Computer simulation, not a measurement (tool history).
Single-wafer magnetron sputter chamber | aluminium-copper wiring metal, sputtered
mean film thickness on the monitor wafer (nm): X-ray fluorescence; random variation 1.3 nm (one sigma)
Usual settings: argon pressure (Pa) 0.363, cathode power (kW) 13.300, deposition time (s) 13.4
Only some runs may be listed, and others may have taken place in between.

run	hour	argon pressure (Pa)	cathode power (kW)	deposition time (s)	wafers since the last listed run	wafers on the sputter target	hours since the last manometer calibration	hours since the magnet pack was replaced	hours since the gauge calibration	read-back reference wafer on the same gauge, thickness_nm	mean film thickness on the monitor wafer (nm)
1	0.0	0.363	14.300	12.9	0	26	1907.3	4509.0	324.8	293.006	297.994
2	24.4	0.363	14.300	12.9	1192	1219	1931.7	4533.4	349.2	293.000	296.128
3	53.2	0.363	13.300	13.4	1407	2627	1960.5	4562.2	378.0	293.255	294.753
4	80.7	0.363	13.300	13.4	1344	3971	1988.0	4589.7	405.5	293.118	292.675
5	106.3	0.363	13.300	13.4	1251	5222	2013.6	4615.3	431.1	292.883	289.638
6	164.7	0.363	13.300	14.7	2854	8077	2072.0	4673.7	489.5	293.084	319.830
7	218.2	0.363	13.300	14.7	2615	10692	2125.5	4727.2	543.0	292.804	321.020
8	264.0	0.363	13.300	14.7	2238	12931	2171.3	4773.0	588.8	293.078	317.914
9	310.6	0.363	13.300	13.4	2277	15209	2217.9	4819.6	635.4	293.197	290.322
10	360.7	0.363	13.300	13.4	2448	17658	2268.0	4869.7	685.5	292.985	290.248
# hour 405.0: sputter target and shields replaced
11	408.8	0.363	13.300	13.4	1960	186	2316.1	4917.8	733.6	292.837	294.172
12	457.9	0.273	13.300	13.4	2400	2586	2365.2	4966.9	782.7	292.853	301.051
13	484.5	0.273	13.300	13.4	1300	3886	2391.8	4993.5	809.3	292.928	301.286
14	516.0	0.273	13.300	13.4	1539	5426	2423.3	5025.0	840.8	293.256	300.261
15	571.0	0.504	12.000	11.2	2688	8114	2478.3	5080.0	895.8	293.003	217.569
16	617.9	0.300	11.500	16.0	2292	10407	2525.2	5126.9	942.7	292.888	323.146
# hour 640.6: magnet pack replaced
# hour 690.2: gauge calibrated
# hour 732.7: capacitance manometer re-zeroed and calibrated
# hour 749.1: sputter target and shields replaced
17	784.3	0.363	13.300	13.4	6960	1722	51.6	143.7	94.1	293.004	292.386
18	825.3	0.318	10.550	13.4	2004	3726	92.6	184.7	135.1	292.760	257.669
19	871.7	0.363	10.450	15.5	2268	5995	139.0	231.1	181.5	292.994	292.082
20	912.6	0.316	10.550	15.6	1999	7994	179.9	272.0	222.4	293.030	299.656
21	970.3	0.494	11.400	16.1	2820	10814	237.6	329.7	280.1	292.605	307.091
22	1016.7	0.265	13.300	13.4	2268	13082	284.0	376.1	326.5	293.436	297.859
23	1065.6	0.363	11.200	14.4	2390	15473	332.9	425.0	375.4	292.820	279.487
# hour 1102.0: sputter target and shields replaced
24	1102.5	0.436	10.250	12.0	1412	23	369.8	461.9	412.3	293.082	221.636
25	1175.1	0.451	12.300	12.4	3548	3572	442.4	534.5	484.9	293.035	252.119
26	1229.5	0.504	12.000	11.2	2659	6231	496.8	588.9	539.3	292.992	219.391
27	1280.6	0.308	13.300	13.4	2497	8729	547.9	640.0	590.4	292.945	297.767
28	1322.2	0.223	13.300	12.6	2033	10762	589.5	681.6	632.0	292.884	286.791
29	1372.6	0.451	12.300	12.4	2463	13226	639.9	732.0	682.4	292.764	246.568
30	1399.0	0.300	11.500	16.0	1290	14516	666.3	758.4	708.8	292.969	324.993
# hour 1471.9: sputter target and shields replaced
31	1472.4	0.363	15.600	15.2	3196	26	739.7	831.8	782.2	293.214	373.137
32	1512.1	0.363	13.300	10.9	1940	1967	779.4	871.5	821.9	293.101	237.497
33	1566.2	0.286	15.000	10.8	2644	4611	833.5	925.6	876.0	292.965	262.616
34	1610.4	0.296	15.350	13.4	2160	6772	877.7	969.8	920.2	292.934	326.819

How the hidden state differs across the entries between the runs, from the last listed run before each to the first after it:
Logged between run 10 and run 11: sputter target and shields replaced (hour 405.0)
  deposition rate above that of a new target (%): -2.47 -> -0.534
  what was measured, less what the result would be without the hidden state, mean film thickness on the monitor wafer (nm): -7.351 -> -1.580
Logged between run 16 and run 17: magnet pack replaced (hour 640.6); gauge calibrated (hour 690.2); capacitance manometer re-zeroed and calibrated (hour 732.7); sputter target and shields replaced (hour 749.1)
  deposition rate above that of a new target (%): -2.55 -> -0.897
  what was measured, less what the result would be without the hidden state, mean film thickness on the monitor wafer (nm): -8.465 -> -2.646
Logged between run 23 and run 24: sputter target and shields replaced (hour 1102.0)
  deposition rate above that of a new target (%): -2.63 -> -0.0464
  what was measured, less what the result would be without the hidden state, mean film thickness on the monitor wafer (nm): -7.543 -> -0.103
Logged between run 30 and run 31: sputter target and shields replaced (hour 1471.9)
  deposition rate above that of a new target (%): -2.36 -> -0.0524
  what was measured, less what the result would be without the hidden state, mean film thickness on the monitor wafer (nm): -7.859 -> -0.196
